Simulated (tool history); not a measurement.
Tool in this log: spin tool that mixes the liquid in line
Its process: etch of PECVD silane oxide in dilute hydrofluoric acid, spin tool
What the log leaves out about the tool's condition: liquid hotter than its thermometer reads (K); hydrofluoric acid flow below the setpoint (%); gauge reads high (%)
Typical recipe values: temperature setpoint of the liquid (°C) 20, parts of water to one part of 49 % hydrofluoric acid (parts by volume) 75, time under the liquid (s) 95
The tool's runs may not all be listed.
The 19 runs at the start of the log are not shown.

| run | day | temperature setpoint of the liquid (°C) | parts of water to one part of 49 % hydrofluoric acid (parts by volume) | time under the liquid (s) | wafers since the last listed run | hours since the thermometer was replaced | hours since the hydrofluoric acid flow meter was replaced | hours since the gauge calibration | read-back film thickness of the PECVD silane oxide reference wafer, read on the same gauge (nm) | thickness taken off the PECVD silane oxide on a monitor wafer (angstrom) |
|---|---|---|---|---|---|---|---|---|---|---|
| 20 | 8.912 | 23 | 50 | 125 | 142 | 2241.3 | 152.2 | 146.5 | 40 | 456.7 |
|  | 8.958 | thermometer replaced |
| 21 | 9.388 | 17.5 | 55 | 95 | 120 | 10.3 | 163.6 | 157.9 | 39.98 | 247.3 |
| 22 | 10.133 | 20 | 75 | 75 | 207 | 28.2 | 181.5 | 175.8 | 40 | 153.5 |
| 23 | 10.45 | 20 | 75 | 95 | 88 | 35.8 | 189.1 | 183.4 | 40 | 200.4 |
| 24 | 10.817 | 18.5 | 50 | 55 | 101 | 44.6 | 197.9 | 192.2 | 39.98 | 168.9 |
| 25 | 11.417 | 24.5 | 95 | 95 | 166 | 59 | 212.3 | 206.6 | 40 | 180.7 |
| 26 | 11.904 | 20 | 75 | 140 | 135 | 70.7 | 224 | 218.3 | 39.98 | 293.4 |
| 27 | 12.429 | 20 | 110 | 95 | 145 | 83.3 | 236.6 | 230.9 | 39.99 | 130.9 |
| 28 | 13.021 | 23 | 75 | 95 | 164 | 97.5 | 250.8 | 245.1 | 39.98 | 224.7 |
| 29 | 13.562 | 20 | 75 | 95 | 150 | 110.5 | 263.8 | 258.1 | 40.02 | 194.8 |
| 30 | 13.992 | 20 | 95 | 60 | 119 | 120.8 | 274.1 | 268.4 | 40.01 | 97.4 |
| 31 | 14.404 | 17 | 75 | 95 | 114 | 130.7 | 284 | 278.3 | 40.01 | 170.9 |
| 32 | 14.896 | 20 | 85 | 95 | 136 | 142.5 | 295.8 | 290.1 | 39.98 | 171.6 |

Alternative continuations, all from the tool just after run 32; predict every row:
| A | 14.912 | 20 | 75 | 45 | 4 | 142.9 | 296.2 | 290.5 | ? | ? |
| B | 14.912 | 24.5 | 75 | 95 | 4 | 142.9 | 296.2 | 290.5 | ? | ? |
| C | 14.912 | 23.5 | 50 | 145 | 4 | 142.9 | 296.2 | 290.5 | ? | ? |
| D | 14.912 | 24 | 75 | 95 | 4 | 142.9 | 296.2 | 290.5 | ? | ? |
| E | 14.912 | 20 | 60 | 70 | 4 | 142.9 | 296.2 | 290.5 | ? | ? |

| run | read-back film thickness of the PECVD silane oxide reference wafer, read on the same gauge (nm) | thickness taken off the PECVD silane oxide on a monitor wafer (angstrom) |
|---|---|---|
| A | 40.01 | 92.1 |
| B | 40.01 | 233.8 |
| C | 40.01 | 531.6 |
| D | 40.01 | 229.2 |
| E | 40.01 | 182.5 |
With the hidden condition removed and each run's random variation left untouched, the same runs would have given:
| run | thickness taken off the PECVD silane oxide on a monitor wafer (angstrom) |
|---|---|
| A | 95.5 |
| B | 242.5 |
| C | 550.8 |
| D | 237.7 |
| E | 189.1 |
